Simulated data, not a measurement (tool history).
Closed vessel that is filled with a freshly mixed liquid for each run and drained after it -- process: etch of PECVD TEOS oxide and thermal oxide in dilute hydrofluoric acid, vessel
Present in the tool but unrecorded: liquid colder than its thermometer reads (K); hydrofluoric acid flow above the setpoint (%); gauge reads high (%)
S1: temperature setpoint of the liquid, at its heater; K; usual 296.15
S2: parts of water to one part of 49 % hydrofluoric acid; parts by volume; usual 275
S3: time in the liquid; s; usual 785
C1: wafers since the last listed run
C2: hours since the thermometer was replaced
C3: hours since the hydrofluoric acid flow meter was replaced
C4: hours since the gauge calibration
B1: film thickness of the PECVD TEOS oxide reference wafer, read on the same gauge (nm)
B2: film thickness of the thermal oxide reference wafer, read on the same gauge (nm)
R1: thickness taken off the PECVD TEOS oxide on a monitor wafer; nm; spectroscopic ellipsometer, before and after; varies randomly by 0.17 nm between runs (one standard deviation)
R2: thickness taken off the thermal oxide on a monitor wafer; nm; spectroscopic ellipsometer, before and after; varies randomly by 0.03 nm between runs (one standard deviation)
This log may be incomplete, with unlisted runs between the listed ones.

{"run": 1, "day": 0.0, "S1": 296.15, "S2": 235, "S3": 785, "C1": 0, "C2": 1609.7, "C3": 658.5, "C4": 183.4, "B1": 109.96, "B2": 120.01, "R1": 51.57, "R2": 11.6}
{"run": 2, "day": 1.75, "S1": 292.65, "S2": 275, "S3": 785, "C1": 2441, "C2": 1651.7, "C3": 700.5, "C4": 225.4, "B1": 110.02, "B2": 119.97, "R1": 36.92, "R2": 8.39}
{"run": 3, "day": 5.217, "S1": 292.65, "S2": 275, "S3": 785, "C1": 4836, "C2": 1734.9, "C3": 783.7, "C4": 308.6, "B1": 110, "B2": 120.02, "R1": 36.88, "R2": 8.37}
{"run": 4, "day": 7.3, "S1": 296.15, "S2": 275, "S3": 785, "C1": 2906, "C2": 1784.9, "C3": 833.7, "C4": 358.6, "B1": 110, "B2": 120, "R1": 41.87, "R2": 9.49}
{"run": 5, "day": 9.725, "S1": 296.15, "S2": 275, "S3": 785, "C1": 3383, "C2": 1843.1, "C3": 891.9, "C4": 416.8, "B1": 110.04, "B2": 120.01, "R1": 41.73, "R2": 9.49}
{"run": 6, "day": 11.071, "S1": 296.15, "S2": 275, "S3": 785, "C1": 1877, "C2": 1875.4, "C3": 924.2, "C4": 449.1, "B1": 109.99, "B2": 119.99, "R1": 42.15, "R2": 9.48}
{"run": 7, "day": 13.712, "S1": 296.15, "S2": 275, "S3": 785, "C1": 3685, "C2": 1938.8, "C3": 987.6, "C4": 512.5, "B1": 109.99, "B2": 120, "R1": 42.05, "R2": 9.46}
{"day": 14.042, "done": "gauge calibrated"}
{"run": 8, "day": 15.792, "S1": 298.15, "S2": 275, "S3": 785, "C1": 2900, "C2": 1988.7, "C3": 1037.5, "C4": 42, "B1": 109.96, "B2": 120.04, "R1": 44.92, "R2": 10.16}
{"run": 9, "day": 18.412, "S1": 298.15, "S2": 275, "S3": 785, "C1": 3656, "C2": 2051.6, "C3": 1100.4, "C4": 104.9, "B1": 109.98, "B2": 120, "R1": 44.58, "R2": 10.15}
{"run": 10, "day": 19.421, "S1": 293.65, "S2": 275, "S3": 785, "C1": 1406, "C2": 2075.8, "C3": 1124.6, "C4": 129.1, "B1": 110.01, "B2": 120, "R1": 37.81, "R2": 8.57}
{"day": 20.279, "done": "thermometer replaced"}
{"day": 25.104, "done": "hydrofluoric acid flow meter replaced"}
{"day": 27.471, "done": "thermometer replaced, repeated, since the last time left the tool worse"}
{"run": 11, "day": 28.096, "S1": 296.15, "S2": 275, "S3": 785, "C1": 11927, "C2": 15, "C3": 71.8, "C4": 337.3, "B1": 110.01, "B2": 120, "R1": 44.13, "R2": 10.05}
{"run": 12, "day": 31.621, "S1": 296.15, "S2": 275, "S3": 460, "C1": 4917, "C2": 99.6, "C3": 156.4, "C4": 421.9, "B1": 110.03, "B2": 120.01, "R1": 25.97, "R2": 5.88}
{"run": 13, "day": 34.433, "S1": 294.65, "S2": 190, "S3": 445, "C1": 3923, "C2": 167.1, "C3": 223.9, "C4": 489.4, "B1": 109.98, "B2": 120.01, "R1": 37.11, "R2": 8.42}
{"run": 14, "day": 36.867, "S1": 292.65, "S2": 330, "S3": 785, "C1": 3394, "C2": 225.5, "C3": 282.3, "C4": 547.8, "B1": 109.99, "B2": 120.01, "R1": 30.84, "R2": 6.96}
{"run": 15, "day": 38.175, "S1": 292.15, "S2": 275, "S3": 1250, "C1": 1825, "C2": 256.9, "C3": 313.7, "C4": 579.2, "B1": 109.99, "B2": 120.03, "R1": 60.58, "R2": 13.69}
{"day": 38.767, "done": "gauge calibrated"}
{"run": 16, "day": 41.138, "S1": 296.15, "S2": 310, "S3": 785, "C1": 4132, "C2": 328, "C3": 384.8, "C4": 56.9, "B1": 109.98, "B2": 120.01, "R1": 37.56, "R2": 8.51}
{"run": 17, "day": 43.729, "S1": 296.15, "S2": 275, "S3": 785, "C1": 3615, "C2": 390.2, "C3": 447, "C4": 119.1, "B1": 110.01, "B2": 120, "R1": 43.98, "R2": 9.93}
{"run": 18, "day": 45.379, "S1": 292.65, "S2": 195, "S3": 565, "C1": 2301, "C2": 429.8, "C3": 486.6, "C4": 158.7, "B1": 110.03, "B2": 120.01, "R1": 41.91, "R2": 9.52}

Measured minus without-hidden-state, run by run (identical run-to-run variation in each term; gauge scatter may differ):
run=1 R1=-2.61 R2=-0.59
run=2 R1=-1.95 R2=-0.45
run=3 R1=-2.05 R2=-0.47
run=4 R1=-2.29 R2=-0.52
run=5 R1=-2.34 R2=-0.53
run=6 R1=-2.42 R2=-0.55
run=7 R1=-2.5 R2=-0.56
run=8 R1=-2.67 R2=-0.61
run=9 R1=-2.73 R2=-0.62
run=10 R1=-2.48 R2=-0.56
run=11 R1=-0.07 R2=-0.01
run=12 R1=-0.1 R2=-0.03
run=13 R1=-0.23 R2=-0.06
run=14 R1=-0.24 R2=-0.05
run=15 R1=-0.53 R2=-0.12
run=16 R1=-0.38 R2=-0.09
run=17 R1=-0.52 R2=-0.12
run=18 R1=-0.61 R2=-0.14
